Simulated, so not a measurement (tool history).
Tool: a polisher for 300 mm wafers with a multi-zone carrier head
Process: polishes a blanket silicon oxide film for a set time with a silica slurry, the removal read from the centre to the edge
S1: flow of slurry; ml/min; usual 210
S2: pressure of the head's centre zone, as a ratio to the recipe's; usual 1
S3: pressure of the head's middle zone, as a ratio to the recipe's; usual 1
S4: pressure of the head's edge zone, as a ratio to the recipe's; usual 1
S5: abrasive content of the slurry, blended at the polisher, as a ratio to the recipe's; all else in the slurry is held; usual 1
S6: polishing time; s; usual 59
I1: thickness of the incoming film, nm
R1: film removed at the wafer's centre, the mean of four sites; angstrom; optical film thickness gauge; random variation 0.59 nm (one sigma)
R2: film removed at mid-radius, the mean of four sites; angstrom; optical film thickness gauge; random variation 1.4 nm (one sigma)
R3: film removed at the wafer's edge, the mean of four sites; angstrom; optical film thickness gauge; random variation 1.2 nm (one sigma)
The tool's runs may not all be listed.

| run | hour | S1 | S2 | S3 | S4 | S5 | S6 | I1 | R1 | R2 | R3 |
|---|---|---|---|---|---|---|---|---|---|---|---|
| 1 | 0 | 210 | 1 | 1 | 1 | 1 | 59 | 811.8 | 986 | 986 | 951 |
|  | 135.8 | worn pad replaced by a new one |
| 2 | 211.4 | 210 | 1 | 1 | 1 | 1 | 59 | 804.9 | 983 | 979 | 957 |
| 3 | 261.4 | 210 | 1 | 1 | 1 | 1 | 59 | 814.2 | 986 | 980 | 958 |
| 4 | 292.6 | 210 | 1 | 1 | 1 | 1 | 59 | 803.9 | 980 | 962 | 963 |
|  | 333.2 | worn pad replaced by a new one |
| 5 | 333.9 | 210 | 1 | 1 | 1 | 1 | 59 | 801.6 | 979 | 980 | 949 |
| 6 | 368.2 | 210 | 1 | 1.09 | 1 | 1 | 59 | 815.5 | 991 | 1036 | 983 |
| 7 | 407.3 | 210 | 1 | 1.09 | 1 | 1 | 59 | 808.2 | 996 | 1025 | 964 |
|  | 462.5 | centre zone pressure recalibrated |
| 8 | 471.2 | 210 | 1 | 1 | 1 | 1 | 59 | 801 | 972 | 967 | 963 |
| 9 | 495.5 | 210 | 1 | 1 | 1 | 1 | 59 | 820.2 | 971 | 970 | 952 |
|  | 537.9 | worn pad replaced by a new one |
| 10 | 546.7 | 210 | 1 | 1 | 1 | 1 | 59 | 812.2 | 981 | 974 | 955 |
| 11 | 574.6 | 160 | 1.07 | 1.08 | 1.1 | 1 | 59 | 794.6 | 999 | 989 | 992 |
| 12 | 623.3 | 170 | 1 | 0.94 | 1.09 | 1 | 59 | 807.8 | 952 | 885 | 994 |
|  | 683.9 | carrier head's membrane replaced by a new one |
| 13 | 692.5 | 210 | 1 | 1 | 1 | 0.9 | 59 | 815.8 | 925 | 909 | 893 |
|  | 741.2 | worn pad replaced by a new one |
|  | 742.2 | slurry nozzle cleaned |
| 14 | 742.7 | 210 | 1 | 1 | 1 | 1 | 59 | 800.8 | 977 | 983 | 965 |
|  | 765.7 | edge zone pressure recalibrated |
| 15 | 800.9 | 160 | 1.05 | 0.91 | 1 | 1.2 | 59 | 819.3 | 1093 | 966 | 1028 |
| 16 | 839.3 | 210 | 1 | 1 | 1 | 1 | 59 | 804.9 | 979 | 956 | 943 |
| 17 | 893.4 | 210 | 1 | 1 | 1 | 1 | 59 | 796.6 | 981 | 990 | 971 |
|  | 916.6 | worn pad replaced by a new one |
| 18 | 963.6 | 210 | 0.92 | 1 | 1 | 1 | 76 | 819.8 | 1170 | 1267 | 1231 |

The tool's hidden state at each run:
removal rate lost through wear of the pad, %: 0 in every run
slurry flow missing at the pad, %: 0 in every run
deviation of the centre zone's pressure from its setpoint, %: 0 in every run
deviation of the edge zone's pressure from its setpoint, %: 0 in every run

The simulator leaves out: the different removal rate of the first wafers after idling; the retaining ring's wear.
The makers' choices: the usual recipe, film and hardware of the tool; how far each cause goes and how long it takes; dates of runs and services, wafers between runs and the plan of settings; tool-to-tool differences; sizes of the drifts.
